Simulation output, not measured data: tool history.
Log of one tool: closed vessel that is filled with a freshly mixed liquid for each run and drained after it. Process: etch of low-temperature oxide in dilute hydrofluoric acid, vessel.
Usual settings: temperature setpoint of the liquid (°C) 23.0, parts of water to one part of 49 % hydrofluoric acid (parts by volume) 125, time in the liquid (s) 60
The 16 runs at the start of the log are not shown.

run,hour,temperature setpoint of the liquid (°C),parts of water to one part of 49 % hydrofluoric acid (parts by volume),time in the liquid (s),"read-back film thickness of the low-temperature oxide reference wafer, read on the same gauge (nm)",thickness taken off the low-temperature oxide on a monitor wafer (angstrom)
17,401.0,26.5,75,60,60.00,148.6
18,435.6,21.0,125,75,60.00,84.6
19,463.2,23.0,125,60,59.98,72.3
20,487.0,24.5,125,60,59.98,78.1
21,514.5,20.5,105,60,60.00,81.0
# hour 516.3: gauge calibrated
22,549.4,23.0,105,75,60.02,113.5
# hour 560.3: hydrofluoric acid flow meter replaced
23,571.1,18.5,75,60,60.00,102.9
24,587.7,23.0,125,60,60.00,69.8
25,609.5,27.0,165,45,59.99,44.3
26,632.2,23.0,110,30,59.99,40.3
27,665.8,23.0,165,75,59.99,63.1
28,690.2,23.0,155,60,60.01,54.7
29,708.3,27.5,125,45,60.01,62.9
30,741.7,26.0,170,30,60.00,28.0
31,761.9,23.0,75,70,59.99,144.6
32,782.2,23.0,125,90,59.98,105.9

Forecast each of these 5 alternatives for the next run:
A,782.9,23.0,125,60,?,?
B,782.9,25.0,125,60,?,?
C,782.9,23.0,105,60,?,?
D,782.9,23.0,125,50,?,?
E,782.9,24.5,125,35,?,?

run,"read-back film thickness of the low-temperature oxide reference wafer, read on the same gauge (nm)",thickness taken off the low-temperature oxide on a monitor wafer (angstrom)
A,60.02,70.1
B,60.02,75.8
C,60.02,85.4
D,60.02,58.4
E,60.02,43.4
With the hidden condition removed and each run's random variation left untouched, the same runs would have given:
run,thickness taken off the low-temperature oxide on a monitor wafer (angstrom)
A,68.8
B,74.4
C,83.9
D,57.3
E,42.6
